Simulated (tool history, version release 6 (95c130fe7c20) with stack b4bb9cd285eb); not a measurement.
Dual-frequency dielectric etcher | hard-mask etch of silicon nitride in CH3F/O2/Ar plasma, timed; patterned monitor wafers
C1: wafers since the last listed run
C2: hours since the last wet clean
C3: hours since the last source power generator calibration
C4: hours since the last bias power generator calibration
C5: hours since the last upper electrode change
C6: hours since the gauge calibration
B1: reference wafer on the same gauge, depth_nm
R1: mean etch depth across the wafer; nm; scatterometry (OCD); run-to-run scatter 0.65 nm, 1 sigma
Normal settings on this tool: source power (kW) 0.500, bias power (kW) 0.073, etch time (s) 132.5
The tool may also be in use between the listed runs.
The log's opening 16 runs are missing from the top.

run 17 day=10.854 | source_power_(kW)=0.500 bias_power_(kW)=0.066 etch_time_(s)=132.5 | C1=151 C2=75.0 C3=34.6 C4=1928.8 C5=83.2 C6=175.0 | B1=86.9 | R1=100.1
run 18 day=11.308 | source_power_(kW)=0.560 bias_power_(kW)=0.073 etch_time_(s)=113.0 | C1=101 C2=85.9 C3=45.5 C4=1939.7 C5=94.1 C6=185.9 | B1=87.0 | R1=90.7
run 19 day=11.592 | source_power_(kW)=0.600 bias_power_(kW)=0.078 etch_time_(s)=148.0 | C1=63 C2=92.7 C3=52.3 C4=1946.5 C5=100.9 C6=192.7 | B1=87.2 | R1=124.7
run 20 day=11.875 | source_power_(kW)=0.400 bias_power_(kW)=0.060 etch_time_(s)=132.5 | C1=63 C2=99.5 C3=59.1 C4=1953.3 C5=107.7 C6=199.5 | B1=86.9 | R1=90.6
run 21 day=12.204 | source_power_(kW)=0.440 bias_power_(kW)=0.073 etch_time_(s)=132.5 | C1=73 C2=107.4 C3=67.0 C4=1961.2 C5=115.6 C6=207.4 | B1=87.3 | R1=99.7
run 22 day=12.704 | source_power_(kW)=0.500 bias_power_(kW)=0.073 etch_time_(s)=146.5 | C1=111 C2=119.4 C3=79.0 C4=1973.2 C5=127.6 C6=219.4 | B1=87.2 | R1=115.1
-- day=13.292 bias power generator calibrated
run 23 day=14.354 | source_power_(kW)=0.550 bias_power_(kW)=0.068 etch_time_(s)=167.5 | C1=330 C2=159.0 C3=118.6 C4=25.5 C5=167.2 C6=259.0 | B1=87.0 | R1=131.8
run 24 day=15.100 | source_power_(kW)=0.500 bias_power_(kW)=0.073 etch_time_(s)=132.5 | C1=166 C2=176.9 C3=136.5 C4=43.4 C5=185.1 C6=276.9 | B1=87.0 | R1=102.6
run 25 day=15.567 | source_power_(kW)=0.570 bias_power_(kW)=0.060 etch_time_(s)=101.5 | C1=104 C2=188.1 C3=147.7 C4=54.6 C5=196.3 C6=288.1 | B1=87.0 | R1=76.2
run 26 day=16.046 | source_power_(kW)=0.500 bias_power_(kW)=0.082 etch_time_(s)=132.5 | C1=106 C2=199.6 C3=159.2 C4=66.1 C5=207.8 C6=299.6 | B1=86.8 | R1=108.2
run 27 day=16.788 | source_power_(kW)=0.550 bias_power_(kW)=0.073 etch_time_(s)=110.5 | C1=165 C2=217.4 C3=177.0 C4=83.9 C5=225.6 C6=317.4 | B1=87.2 | R1=87.8
run 28 day=17.475 | source_power_(kW)=0.500 bias_power_(kW)=0.064 etch_time_(s)=118.5 | C1=153 C2=233.9 C3=193.5 C4=100.4 C5=242.1 C6=333.9 | B1=87.0 | R1=88.3
-- day=17.500 gauge calibrated
run 29 day=18.212 | source_power_(kW)=0.570 bias_power_(kW)=0.081 etch_time_(s)=153.0 | C1=164 C2=251.6 C3=211.2 C4=118.1 C5=259.8 C6=17.1 | B1=87.1 | R1=128.2
run 30 day=18.538 | source_power_(kW)=0.500 bias_power_(kW)=0.073 etch_time_(s)=154.5 | C1=72 C2=259.4 C3=219.0 C4=125.9 C5=267.6 C6=24.9 | B1=87.1 | R1=120.8

Each row is a separate what-if for the run after 30, all from the same tool condition, not one after another. Results?
run A day=18.558 | source_power_(kW)=0.500 bias_power_(kW)=0.073 etch_time_(s)=132.5 | C1=4 C2=259.9 C3=219.5 C4=126.4 C5=268.1 C6=25.4 | B1=? | R1=?
run B day=18.558 | source_power_(kW)=0.600 bias_power_(kW)=0.056 etch_time_(s)=92.5 | C1=4 C2=259.9 C3=219.5 C4=126.4 C5=268.1 C6=25.4 | B1=? | R1=?
run C day=18.558 | source_power_(kW)=0.600 bias_power_(kW)=0.056 etch_time_(s)=150.0 | C1=4 C2=259.9 C3=219.5 C4=126.4 C5=268.1 C6=25.4 | B1=? | R1=?
run D day=18.558 | source_power_(kW)=0.540 bias_power_(kW)=0.060 etch_time_(s)=132.5 | C1=4 C2=259.9 C3=219.5 C4=126.4 C5=268.1 C6=25.4 | B1=? | R1=?

run=A B1=87.0 R1=103.9
run=B B1=87.0 R1=69.3
run=C B1=87.0 R1=112.4
run=D B1=87.0 R1=98.7
What these runs would have given with no unlogged condition in the tool:
run=A R1=105.8
run=B R1=70.6
run=C R1=114.5
run=D R1=100.5
